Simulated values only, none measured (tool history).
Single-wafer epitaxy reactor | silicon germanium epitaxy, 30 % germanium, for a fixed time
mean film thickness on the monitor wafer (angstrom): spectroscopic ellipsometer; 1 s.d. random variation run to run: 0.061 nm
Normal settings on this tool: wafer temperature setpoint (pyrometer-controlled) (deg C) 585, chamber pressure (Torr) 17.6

run,day,wafer temperature setpoint (pyrometer-controlled) (deg C),chamber pressure (Torr),"read-back reference wafer on the same gauge, thickness_nm",mean film thickness on the monitor wafer (angstrom)
1,0.000,585,15.4,35.492,402.72
2,2.808,585,15.4,35.499,402.05
3,3.842,585,15.4,35.507,402.69
4,6.512,579,18.8,35.495,368.84
5,9.392,577,17.6,35.512,349.19
# day 9.962: showerhead replaced
6,11.696,577,17.6,35.497,348.63
7,12.750,577,17.6,35.507,349.75
# day 13.925: capacitance manometer re-zeroed and calibrated
8,13.946,575,15.1,35.508,325.30
# day 15.312: pyrometer calibrated
9,15.975,580,20.7,35.506,379.29
# day 16.021: gauge calibrated
10,17.275,580,15.0,35.493,354.77
11,18.604,585,22.0,35.499,428.75
12,20.521,580,20.3,35.512,378.09
13,23.321,580,15.0,35.495,355.68
14,24.438,592,14.7,35.511,458.31
15,27.183,585,17.6,35.506,408.34

Forecast each of these 4 alternatives for the next run:
A,27.200,585,17.6,?,?
B,27.200,579,13.2,?,?
C,27.200,595,15.7,?,?
D,27.200,570,21.6,?,?

run,"read-back reference wafer on the same gauge, thickness_nm",mean film thickness on the monitor wafer (angstrom)
A,35.499,409.54
B,35.499,341.25
C,35.499,494.42
D,35.499,308.49
Without the tool's hidden state the same runs would have given:
run,mean film thickness on the monitor wafer (angstrom)
A,409.82
B,341.49
C,494.74
D,308.71
